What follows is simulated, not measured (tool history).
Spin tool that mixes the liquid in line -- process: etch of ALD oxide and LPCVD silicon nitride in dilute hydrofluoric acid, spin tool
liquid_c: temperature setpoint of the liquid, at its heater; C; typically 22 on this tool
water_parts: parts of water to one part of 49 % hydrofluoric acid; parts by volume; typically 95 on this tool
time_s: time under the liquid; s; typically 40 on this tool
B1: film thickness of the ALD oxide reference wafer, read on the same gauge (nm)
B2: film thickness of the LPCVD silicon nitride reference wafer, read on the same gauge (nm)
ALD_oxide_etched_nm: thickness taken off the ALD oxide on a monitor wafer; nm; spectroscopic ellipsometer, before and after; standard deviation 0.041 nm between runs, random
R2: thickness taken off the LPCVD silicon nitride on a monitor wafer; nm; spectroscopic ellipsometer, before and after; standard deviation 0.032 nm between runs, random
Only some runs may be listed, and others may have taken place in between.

{"run": 1, "hour": 0.0, "liquid_c": 22, "water_parts": 95, "time_s": 40, "B1": 89.55, "B2": 39.728, "ALD_oxide_etched_nm": 9.52, "R2": 0.244}
{"run": 2, "hour": 42.0, "liquid_c": 22, "water_parts": 95, "time_s": 45, "B1": 89.51, "B2": 39.764, "ALD_oxide_etched_nm": 10.81, "R2": 0.239}
{"run": 3, "hour": 93.1, "liquid_c": 22, "water_parts": 60, "time_s": 40, "B1": 89.43, "B2": 39.724, "ALD_oxide_etched_nm": 15.83, "R2": 0.461}
{"run": 4, "hour": 137.0, "liquid_c": 22, "water_parts": 95, "time_s": 15, "B1": 89.37, "B2": 39.677, "ALD_oxide_etched_nm": 3.6, "R2": 0.094}
{"run": 5, "hour": 192.8, "liquid_c": 19, "water_parts": 95, "time_s": 40, "B1": 89.28, "B2": 39.671, "ALD_oxide_etched_nm": 8.5, "R2": 0.222}
{"run": 6, "hour": 284.9, "liquid_c": 22, "water_parts": 95, "time_s": 40, "B1": 89.17, "B2": 39.571, "ALD_oxide_etched_nm": 9.65, "R2": 0.275}
{"run": 7, "hour": 337.1, "liquid_c": 22, "water_parts": 95, "time_s": 40, "B1": 89.08, "B2": 39.595, "ALD_oxide_etched_nm": 9.62, "R2": 0.284}
{"run": 8, "hour": 385.3, "liquid_c": 24, "water_parts": 95, "time_s": 50, "B1": 89.04, "B2": 39.555, "ALD_oxide_etched_nm": 12.98, "R2": 0.335}
{"run": 9, "hour": 447.5, "liquid_c": 17.5, "water_parts": 55, "time_s": 40, "B1": 88.91, "B2": 39.584, "ALD_oxide_etched_nm": 14.35, "R2": 0.322}
{"run": 10, "hour": 471.6, "liquid_c": 22, "water_parts": 50, "time_s": 40, "B1": 88.91, "B2": 39.523, "ALD_oxide_etched_nm": 19.39, "R2": 0.436}
{"run": 11, "hour": 513.5, "liquid_c": 18.5, "water_parts": 115, "time_s": 20, "B1": 88.82, "B2": 39.457, "ALD_oxide_etched_nm": 3.35, "R2": 0.075}
{"run": 12, "hour": 540.3, "liquid_c": 22, "water_parts": 135, "time_s": 35, "B1": 88.82, "B2": 39.496, "ALD_oxide_etched_nm": 5.63, "R2": 0.112}
{"run": 13, "hour": 589.6, "liquid_c": 22, "water_parts": 80, "time_s": 20, "B1": 88.78, "B2": 39.461, "ALD_oxide_etched_nm": 5.75, "R2": 0.164}
{"run": 14, "hour": 649.3, "liquid_c": 17, "water_parts": 95, "time_s": 40, "B1": 88.64, "B2": 39.42, "ALD_oxide_etched_nm": 7.79, "R2": 0.135}
{"run": 15, "hour": 716.1, "liquid_c": 22, "water_parts": 95, "time_s": 40, "B1": 88.56, "B2": 39.385, "ALD_oxide_etched_nm": 9.58, "R2": 0.261}
{"run": 16, "hour": 753.4, "liquid_c": 19, "water_parts": 145, "time_s": 55, "B1": 88.54, "B2": 39.328, "ALD_oxide_etched_nm": 7.2, "R2": 0.133}
{"run": 17, "hour": 805.8, "liquid_c": 18, "water_parts": 95, "time_s": 40, "B1": 88.45, "B2": 39.337, "ALD_oxide_etched_nm": 8.03, "R2": 0.164}
{"run": 18, "hour": 843.7, "liquid_c": 22, "water_parts": 95, "time_s": 40, "B1": 88.4, "B2": 39.293, "ALD_oxide_etched_nm": 9.44, "R2": 0.261}
{"run": 19, "hour": 897.9, "liquid_c": 22, "water_parts": 95, "time_s": 55, "B1": 88.35, "B2": 39.284, "ALD_oxide_etched_nm": 13.06, "R2": 0.2}
{"run": 20, "hour": 925.0, "liquid_c": 18, "water_parts": 125, "time_s": 55, "B1": 88.33, "B2": 39.26, "ALD_oxide_etched_nm": 8.13, "R2": 0.138}
{"run": 21, "hour": 960.0, "liquid_c": 18, "water_parts": 130, "time_s": 15, "B1": 88.24, "B2": 39.195, "ALD_oxide_etched_nm": 2.13, "R2": 0.049}
{"run": 22, "hour": 1004.9, "liquid_c": 22, "water_parts": 95, "time_s": 40, "B1": 88.17, "B2": 39.228, "ALD_oxide_etched_nm": 9.4, "R2": 0.277}
{"run": 23, "hour": 1196.7, "liquid_c": 17.5, "water_parts": 130, "time_s": 25, "B1": 87.94, "B2": 39.086, "ALD_oxide_etched_nm": 3.44, "R2": 0.09}
{"run": 24, "hour": 1319.4, "liquid_c": 25, "water_parts": 140, "time_s": 55, "B1": 87.76, "B2": 39.005, "ALD_oxide_etched_nm": 9.43, "R2": 0.295}
{"run": 25, "hour": 1378.1, "liquid_c": 25.5, "water_parts": 95, "time_s": 40, "B1": 87.7, "B2": 39.015, "ALD_oxide_etched_nm": 10.84, "R2": 0.285}

Not shown: 2 entries that the log had between the listed runs. Between which runs, and how does the tool's hidden state differ before and after?
Run 8 -> run 9: hydrofluoric acid flow meter replaced (hour 431.4)
  gauge reads high (%): -1.09 -> -1.18
  the result without the hidden state subtracted from the measured one, ALD_oxide_etched_nm: -0.15 -> -0.17 nm
Run 20 -> run 21: hydrofluoric acid flow meter replaced (hour 938.2)
  gauge reads high (%): -1.89 -> -1.94
  the result without the hidden state subtracted from the measured one, ALD_oxide_etched_nm: -0.16 -> -0.04 nm
